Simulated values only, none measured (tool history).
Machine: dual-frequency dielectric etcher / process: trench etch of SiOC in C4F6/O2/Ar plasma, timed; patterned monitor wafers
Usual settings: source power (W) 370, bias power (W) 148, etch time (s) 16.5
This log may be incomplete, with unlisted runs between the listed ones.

| run | day | source power (W) | bias power (W) | etch time (s) | wafers since the last listed run | hours since the last wet clean | hours since the last source power generator calibration | hours since the last bias power generator calibration | hours since the last upper electrode change | hours since the gauge calibration | read-back reference wafer on the same gauge, depth_nm | mean etch depth across the wafer (Å) |
|---|---|---|---|---|---|---|---|---|---|---|---|---|
| 1 | 0.000 | 410 | 148 | 16.5 | 0 | 296.5 | 4226.3 | 1235.7 | 2164.1 | 375.1 | 30.46 | 332.1 |
| 2 | 1.092 | 370 | 164 | 16.5 | 303 | 322.7 | 4252.5 | 1261.9 | 2190.3 | 401.3 | 30.50 | 326.6 |
| 3 | 2.362 | 370 | 164 | 16.5 | 353 | 353.2 | 4283.0 | 1292.4 | 2220.8 | 431.8 | 30.49 | 327.2 |
| 4 | 3.692 | 370 | 148 | 16.5 | 369 | 385.1 | 4314.9 | 1324.3 | 2252.7 | 463.7 | 30.50 | 317.6 |
| 5 | 4.758 | 370 | 148 | 16.5 | 296 | 410.7 | 4340.5 | 1349.9 | 2278.3 | 489.3 | 30.51 | 316.0 |
| 6 | 5.650 | 370 | 148 | 16.5 | 248 | 432.1 | 4361.9 | 1371.3 | 2299.7 | 510.7 | 30.49 | 316.6 |
|  | 7.000 | wet clean of the chamber |
| 7 | 7.021 | 350 | 148 | 16.5 | 103 | 0.5 | 4394.8 | 1404.2 | 2332.6 | 543.6 | 30.45 | 274.9 |
| 8 | 7.033 | 370 | 148 | 15.0 | 3 | 0.8 | 4395.1 | 1404.5 | 2332.9 | 543.9 | 30.57 | 259.0 |
| 9 | 8.283 | 370 | 148 | 15.0 | 347 | 30.8 | 4425.1 | 1434.5 | 2362.9 | 573.9 | 30.46 | 259.8 |
| 10 | 9.246 | 350 | 148 | 16.5 | 267 | 53.9 | 4448.2 | 1457.6 | 2386.0 | 597.0 | 30.46 | 279.8 |
| 11 | 10.533 | 420 | 115 | 16.5 | 358 | 84.8 | 4479.1 | 1488.5 | 2416.9 | 627.9 | 30.49 | 283.7 |
| 12 | 11.808 | 400 | 180 | 16.5 | 354 | 115.4 | 4509.7 | 1519.1 | 2447.5 | 658.5 | 30.53 | 317.6 |
| 13 | 12.821 | 370 | 119 | 16.5 | 281 | 139.7 | 4534.0 | 1543.4 | 2471.8 | 682.8 | 30.55 | 267.7 |
| 14 | 14.192 | 370 | 160 | 21.5 | 381 | 172.6 | 4566.9 | 1576.3 | 2504.7 | 715.7 | 30.44 | 388.7 |
|  | 14.829 | gauge calibrated |
| 15 | 15.133 | 370 | 148 | 16.5 | 261 | 195.2 | 4589.5 | 1598.9 | 2527.3 | 7.3 | 30.43 | 292.0 |
|  | 16.579 | wet clean of the chamber, repeated, since the last time left the tool worse |
| 16 | 16.600 | 370 | 148 | 13.0 | 129 | 0.5 | 4624.7 | 1634.1 | 2562.5 | 42.5 | 30.49 | 242.5 |
|  | 16.879 | bias power generator calibrated |
|  | 16.892 | source power generator calibrated |
| 17 | 17.138 | 370 | 164 | 16.5 | 99 | 13.4 | 5.9 | 6.2 | 2575.4 | 55.4 | 30.49 | 318.9 |
| 18 | 18.338 | 370 | 148 | 16.5 | 333 | 42.2 | 34.7 | 35.0 | 2604.2 | 84.2 | 30.47 | 307.0 |
| 19 | 19.583 | 400 | 171 | 16.5 | 346 | 72.1 | 64.6 | 64.9 | 2634.1 | 114.1 | 30.48 | 333.1 |
|  | 20.858 | upper electrode replaced |
| 20 | 20.879 | 350 | 162 | 12.0 | 82 | 103.2 | 95.7 | 96.0 | 0.5 | 145.2 | 30.49 | 226.7 |
| 21 | 21.479 | 320 | 129 | 16.5 | 166 | 117.6 | 110.1 | 110.4 | 14.9 | 159.6 | 30.49 | 275.8 |
| 22 | 22.762 | 290 | 128 | 20.5 | 357 | 148.4 | 140.9 | 141.2 | 45.7 | 190.4 | 30.53 | 328.9 |
| 23 | 23.325 | 370 | 172 | 18.0 | 156 | 161.9 | 154.4 | 154.7 | 59.2 | 203.9 | 30.50 | 356.7 |
| 24 | 24.583 | 370 | 125 | 16.5 | 350 | 192.1 | 184.6 | 184.9 | 89.4 | 234.1 | 30.42 | 292.0 |
| 25 | 25.596 | 370 | 133 | 11.5 | 281 | 216.4 | 208.9 | 209.2 | 113.7 | 258.4 | 30.50 | 210.1 |
| 26 | 26.950 | 370 | 148 | 14.5 | 376 | 248.9 | 241.4 | 241.7 | 146.2 | 290.9 | 30.52 | 274.2 |
| 27 | 27.950 | 370 | 148 | 20.0 | 278 | 272.9 | 265.4 | 265.7 | 170.2 | 314.9 | 30.54 | 380.4 |
| 28 | 29.400 | 400 | 182 | 21.0 | 403 | 307.7 | 300.2 | 300.5 | 205.0 | 349.7 | 30.46 | 446.9 |
| 29 | 30.700 | 310 | 161 | 20.5 | 361 | 338.9 | 331.4 | 331.7 | 236.2 | 380.9 | 30.51 | 370.9 |
| 30 | 31.304 | 370 | 177 | 18.0 | 168 | 353.4 | 345.9 | 346.2 | 250.7 | 395.4 | 30.55 | 367.3 |

Below, some changes in mean etch depth across the wafer (Å) between adjacent runs. For each, the amount present without the hidden state too (settings, incoming material, random variation) and the amount remaining for the hidden state with gauge scatter not shared by both compared results:
Hidden state at play: etch rate over this chamber's usual, %; source power that arrives over what is set, %; bias power that arrives over what is set, %; gauge reads high (%).
Run 6 -> 7: source power (W) 370 -> 350, wet clean of the chamber. mean etch depth across the wafer (Å) -41.7: hidden state -32.8, all else -8.9.
Run 13 -> 14: bias power (W) 119 -> 160, etch time (s) 16.5 -> 21.5. mean etch depth across the wafer (Å) +121.0: hidden state -5.8, all else +126.8.
Run 14 -> 15: bias power (W) 160 -> 148, etch time (s) 21.5 -> 16.5, gauge calibrated. mean etch depth across the wafer (Å) -96.7: hidden state +6.1, all else -102.8.
Run 15 -> 16: etch time (s) 16.5 -> 13.0, wet clean of the chamber, repeated, since the last time left the tool worse. mean etch depth across the wafer (Å) -49.5: hidden state +15.3, all else -64.8.
Run 19 -> 20: source power (W) 400 -> 350, bias power (W) 171 -> 162, etch time (s) 16.5 -> 12.0, upper electrode replaced. mean etch depth across the wafer (Å) -106.4: hidden state +0.1, all else -106.5.
Run 26 -> 27: etch time (s) 14.5 -> 20.0. mean etch depth across the wafer (Å) +106.2: hidden state +3.1, all else +103.1.
